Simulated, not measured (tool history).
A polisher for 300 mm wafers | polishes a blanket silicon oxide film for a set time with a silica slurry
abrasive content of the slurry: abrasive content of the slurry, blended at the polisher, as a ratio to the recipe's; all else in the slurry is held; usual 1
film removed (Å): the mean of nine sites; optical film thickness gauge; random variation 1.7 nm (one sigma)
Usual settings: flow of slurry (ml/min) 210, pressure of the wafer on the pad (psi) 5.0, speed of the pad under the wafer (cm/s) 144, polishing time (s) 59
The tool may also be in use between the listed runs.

| run | hour | flow of slurry (ml/min) | pressure of the wafer on the pad (psi) | speed of the pad under the wafer (cm/s) | abrasive content of the slurry | polishing time (s) | incoming thickness of the incoming film, nm | film removed (Å) |
|---|---|---|---|---|---|---|---|---|
| 1 | 0.0 | 210 | 5.0 | 144 | 1 | 59 | 1247.5 | 2609 |
| 2 | 42.8 | 210 | 5.0 | 144 | 1 | 59 | 1266.4 | 2574 |
|  | 68.6 | slurry nozzle cleaned |
| 3 | 69.4 | 210 | 5.0 | 144 | 1 | 59 | 1274.1 | 2570 |
|  | 97.9 | worn pad replaced by a new one |
| 4 | 109.7 | 210 | 5.0 | 144 | 1 | 59 | 1264.2 | 2577 |
| 5 | 142.5 | 210 | 5.0 | 144 | 1 | 59 | 1273.8 | 2547 |
| 6 | 243.4 | 210 | 5.0 | 144 | 1 | 59 | 1277.8 | 2562 |
|  | 247.0 | slurry blender recalibrated |
|  | 268.1 | worn pad replaced by a new one |
| 7 | 301.7 | 210 | 5.0 | 144 | 1 | 59 | 1252.9 | 2721 |
|  | 342.1 | slurry nozzle cleaned |
| 8 | 349.2 | 210 | 5.0 | 144 | 1 | 59 | 1270.5 | 2682 |
|  | 392.0 | conditioning disc replaced and pad reconditioned |
| 9 | 417.9 | 210 | 4.1 | 144 | 1 | 59 | 1278.2 | 2151 |
|  | 438.7 | worn pad replaced by a new one |
| 10 | 473.0 | 210 | 5.0 | 144 | 1 | 59 | 1281.8 | 2619 |
| 11 | 514.5 | 210 | 4.5 | 144 | 1 | 71 | 1280.4 | 2802 |
| 12 | 566.0 | 240 | 5.0 | 192 | 1 | 53 | 1268.4 | 2913 |

Forecast run 13:
| 13 | 598.2 | 210 | 5.0 | 144 | 1 | 59 | 1274.0 | ? |

Run 13 gave film removed (Å) 2573.
Without the tool's hidden state the same run would have given film removed (Å) 2762.

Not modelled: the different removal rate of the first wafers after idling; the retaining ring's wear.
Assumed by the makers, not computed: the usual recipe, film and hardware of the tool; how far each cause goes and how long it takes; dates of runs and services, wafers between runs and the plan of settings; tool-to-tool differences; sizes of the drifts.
